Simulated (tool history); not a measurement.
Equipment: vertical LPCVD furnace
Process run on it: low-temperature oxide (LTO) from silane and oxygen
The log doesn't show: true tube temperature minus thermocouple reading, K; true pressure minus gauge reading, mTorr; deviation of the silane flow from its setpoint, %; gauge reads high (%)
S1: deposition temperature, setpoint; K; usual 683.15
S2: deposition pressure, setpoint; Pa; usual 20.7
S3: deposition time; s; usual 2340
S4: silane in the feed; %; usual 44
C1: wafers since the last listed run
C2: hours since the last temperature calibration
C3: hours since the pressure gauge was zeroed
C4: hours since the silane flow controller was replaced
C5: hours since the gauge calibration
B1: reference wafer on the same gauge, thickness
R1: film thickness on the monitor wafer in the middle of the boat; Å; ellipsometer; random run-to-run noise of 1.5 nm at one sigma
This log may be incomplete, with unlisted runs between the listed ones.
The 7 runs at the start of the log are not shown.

Run 8, hour 225.2: usual settings; C1 386; C2 1920.9; C3 1922.3; C4 171.9; C5 655.9; B1 310.72. Result: R1 3104.8 Å.
Run 9, hour 238.8: usual settings; C1 170; C2 1934.5; C3 1935.9; C4 185.5; C5 669.5; B1 310.64. Result: R1 3133.2 Å.
Run 10, hour 255.7: usual settings but S3 2580 s; C1 211; C2 1951.4; C3 1952.8; C4 202.4; C5 686.4; B1 310.47. Result: R1 3456.8 Å.
Run 11, hour 281.5: usual settings but S4 49 %; C1 322; C2 1977.2; C3 1978.6; C4 228.2; C5 712.2; B1 310.36. Result: R1 3458.8 Å.
Run 12, hour 295.2: usual settings but S1 679.15 K, S2 25.3 Pa, S4 50 %; C1 171; C2 1990.9; C3 1992.3; C4 241.9; C5 725.9; B1 311.17. Result: R1 4184.5 Å.
Run 13, hour 314.4: usual settings but S3 2760 s, S4 50 %; C1 240; C2 2010.1; C3 2011.5; C4 261.1; C5 745.1; B1 311.06. Result: R1 4167.3 Å.
Run 14, hour 328.6: usual settings but S3 2790 s; C1 177; C2 2024.3; C3 2025.7; C4 275.3; C5 759.3; B1 311.62. Result: R1 3723.6 Å.
Run 15, hour 356.1: usual settings but S1 695.15 K, S4 48 %; C1 344; C2 2051.8; C3 2053.2; C4 302.8; C5 786.8; B1 310.9. Result: R1 3816 Å.
At hour 401.5: pressure gauge zeroed.
Run 16, hour 402: usual settings but S1 691.15 K, S2 24 Pa, S3 1980 s, S4 50 %; C1 274; C2 2097.7; C3 0.5; C4 348.7; C5 832.7; B1 311.6. Result: R1 3750.3 Å.

Predict the results of run 17:
Run 17, hour 407.5: usual settings but S4 49 %; C1 68; C2 2103.2; C3 6; C4 354.2; C5 838.2; B1 ?. Result: R1 ?.

{"run 17": {"B1": 311.43, "R1": 3487.1}}
Minus the tool's unlogged condition, the same run would have read R1 3446.5 Å.
